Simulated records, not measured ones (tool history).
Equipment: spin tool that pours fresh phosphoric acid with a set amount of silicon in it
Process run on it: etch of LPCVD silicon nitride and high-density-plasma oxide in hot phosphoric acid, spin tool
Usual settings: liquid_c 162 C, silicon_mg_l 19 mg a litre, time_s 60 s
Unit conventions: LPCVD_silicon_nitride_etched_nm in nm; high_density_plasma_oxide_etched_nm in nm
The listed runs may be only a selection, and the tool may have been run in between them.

| run | day | liquid_c | silicon_mg_l | time_s | read-back film thickness of the LPCVD silicon nitride reference wafer, read on the same gauge (nm) | read-back film thickness of the high-density-plasma oxide reference wafer, read on the same gauge (nm) | LPCVD_silicon_nitride_etched_nm | high_density_plasma_oxide_etched_nm |
|---|---|---|---|---|---|---|---|---|
| 1 | 0 | 162 | 10 | 60 | 130.01 | 70.005 | 5.07 | 0.169 |
|  | 2.458 | gauge calibrated |
| 2 | 2.804 | 162 | 19 | 60 | 129.98 | 70.047 | 4.97 | 0.162 |
|  | 3.383 | dissolved silicon flow meter replaced |
| 3 | 3.8 | 162 | 19 | 35 | 129.99 | 69.973 | 2.95 | 0.078 |
| 4 | 4.842 | 160.5 | 19 | 30 | 130.02 | 69.992 | 2.36 | 0.07 |
|  | 5.992 | heated supply line repaired |
| 5 | 6.117 | 160.5 | 19 | 85 | 129.99 | 70.03 | 7.68 | 0.224 |
| 6 | 7.179 | 159.5 | 19 | 45 | 130.01 | 69.998 | 3.98 | 0.132 |
| 7 | 8.367 | 165 | 7.5 | 35 | 129.98 | 70.006 | 3.66 | 0.193 |
| 8 | 9.812 | 162 | 19 | 60 | 129.99 | 69.991 | 5.7 | 0.206 |
|  | 11.412 | thermometer replaced |
| 9 | 13.383 | 162 | 19 | 60 | 129.99 | 69.938 | 5.77 | 0.175 |
| 10 | 14.6 | 159 | 28 | 40 | 129.99 | 70.008 | 3.45 | 0.093 |
| 11 | 15.812 | 160 | 29 | 90 | 129.98 | 70.022 | 7.96 | 0.188 |
| 12 | 17.267 | 162 | 19 | 60 | 130.02 | 70.001 | 5.59 | 0.197 |
| 13 | 20.55 | 162 | 19 | 60 | 130.01 | 70.014 | 5.64 | 0.186 |
| 14 | 21.838 | 162 | 8.5 | 30 | 130 | 70.002 | 2.78 | 0.121 |
| 15 | 22.758 | 164 | 19 | 60 | 129.98 | 70.039 | 5.99 | 0.195 |
| 16 | 23.558 | 162 | 19 | 60 | 129.99 | 69.979 | 5.66 | 0.178 |
|  | 24.212 | gauge calibrated |
| 17 | 24.862 | 159.5 | 29.5 | 60 | 129.99 | 70.011 | 5.18 | 0.111 |
| 18 | 25.967 | 161 | 8 | 70 | 130 | 69.938 | 6.29 | 0.286 |
| 19 | 26.779 | 161 | 28 | 60 | 129.99 | 70.003 | 5.36 | 0.127 |
| 20 | 27.496 | 162 | 19 | 35 | 130.02 | 70.027 | 3.29 | 0.103 |

Pick out some run-to-run changes in LPCVD_silicon_nitride_etched_nm. Of each, how much would a tool without hidden state show as well, from the settings, what came in and chance, and how much is left for the hidden state and any gauge scatter not in both results compared?
Hidden conditions of the tool in this case: liquid hotter than its thermometer reads (K); dissolved silicon flow above the setpoint (%); temperature lost on the way to the wafer (K); gauge reads high (%).
Run 2 -> 3: time_s 60 -> 35, dissolved silicon flow meter replaced. LPCVD_silicon_nitride_etched_nm -2.02 nm: hidden state +0.27, all else -2.29.
Run 4 -> 5: time_s 30 -> 85, heated supply line repaired. LPCVD_silicon_nitride_etched_nm +5.32 nm: hidden state +0.28, all else +5.04.
Run 10 -> 11: liquid_c 159 -> 160, silicon_mg_l 28 -> 29, time_s 40 -> 90. LPCVD_silicon_nitride_etched_nm +4.51 nm: hidden state -0.08, all else +4.59.
